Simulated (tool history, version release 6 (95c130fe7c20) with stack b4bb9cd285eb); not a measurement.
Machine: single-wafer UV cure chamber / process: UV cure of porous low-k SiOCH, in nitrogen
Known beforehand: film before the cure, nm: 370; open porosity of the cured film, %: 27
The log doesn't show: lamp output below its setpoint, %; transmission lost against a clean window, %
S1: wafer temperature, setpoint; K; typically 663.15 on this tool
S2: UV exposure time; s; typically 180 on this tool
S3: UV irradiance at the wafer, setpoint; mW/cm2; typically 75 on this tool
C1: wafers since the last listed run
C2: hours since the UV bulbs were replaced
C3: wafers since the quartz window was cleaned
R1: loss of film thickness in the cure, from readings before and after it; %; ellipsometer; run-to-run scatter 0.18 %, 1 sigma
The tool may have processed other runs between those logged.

run 1 hour=0 | S1=672.15 S2=250 S3=75 | C1=0 C2=2393.7 C3=2478 | R1=12.829
run 2 hour=13.6 | S1=672.15 S2=250 S3=75 | C1=70 C2=2407.3 C3=2548 | R1=12.845
run 3 hour=45.3 | S1=663.15 S2=110 S3=93 | C1=163 C2=2439 C3=2711 | R1=9.352
run 4 hour=80.7 | S1=663.15 S2=180 S3=75 | C1=182 C2=2474.4 C3=2894 | R1=10.807
run 5 hour=109.9 | S1=663.15 S2=180 S3=75 | C1=150 C2=2503.6 C3=3044 | R1=10.708
run 6 hour=135.8 | S1=663.15 S2=180 S3=75 | C1=133 C2=2529.5 C3=3178 | R1=10.998
run 7 hour=163.5 | S1=663.15 S2=180 S3=75 | C1=142 C2=2557.2 C3=3320 | R1=10.518
run 8 hour=197.6 | S1=663.15 S2=180 S3=75 | C1=175 C2=2591.3 C3=3496 | R1=10.438
run 9 hour=225.6 | S1=663.15 S2=120 S3=75 | C1=144 C2=2619.3 C3=3640 | R1=8.883
run 10 hour=238.8 | S1=663.15 S2=180 S3=75 | C1=68 C2=2632.5 C3=3708 | R1=10.806
-- hour=274 UV bulbs replaced
run 11 hour=274.5 | S1=663.15 S2=180 S3=75 | C1=142 C2=0.5 C3=3851 | R1=10.521
run 12 hour=302.4 | S1=679.15 S2=180 S3=56 | C1=143 C2=28.4 C3=3995 | R1=9.663
-- hour=330.4 quartz window cleaned
run 13 hour=334.9 | S1=663.15 S2=180 S3=75 | C1=126 C2=60.9 C3=23 | R1=10.754
run 14 hour=351.8 | S1=650.15 S2=180 S3=63 | C1=87 C2=77.8 C3=110 | R1=9.528
run 15 hour=371.5 | S1=663.15 S2=180 S3=91 | C1=101 C2=97.5 C3=211 | R1=11.811
run 16 hour=398.5 | S1=671.15 S2=180 S3=40 | C1=139 C2=124.5 C3=350 | R1=7.8
run 17 hour=410.5 | S1=668.15 S2=130 S3=55 | C1=61 C2=136.5 C3=412 | R1=7.86
run 18 hour=437.9 | S1=663.15 S2=180 S3=75 | C1=141 C2=163.9 C3=553 | R1=11.029
run 19 hour=470.6 | S1=663.15 S2=180 S3=75 | C1=168 C2=196.6 C3=722 | R1=10.934
run 20 hour=503.3 | S1=676.15 S2=180 S3=75 | C1=168 C2=229.3 C3=890 | R1=11.262

Predict each of these 4 candidate next runs independently; none follows another, all start after run 20:
run A hour=503.8 | S1=663.15 S2=130 S3=75 | C1=2 C2=229.8 C3=893 | R1=?
run B hour=503.8 | S1=658.15 S2=180 S3=75 | C1=2 C2=229.8 C3=893 | R1=?
run C hour=503.8 | S1=663.15 S2=180 S3=62 | C1=2 C2=229.8 C3=893 | R1=?
run D hour=503.8 | S1=674.15 S2=180 S3=75 | C1=2 C2=229.8 C3=893 | R1=?

run=A R1=9.397
run=B R1=10.902
run=C R1=10.058
run=D R1=11.216
The same runs, with their run-to-run variation unchanged, on a tool lacking any hidden condition would have given:
run=A R1=9.397
run=B R1=10.902
run=C R1=10.058
run=D R1=11.216
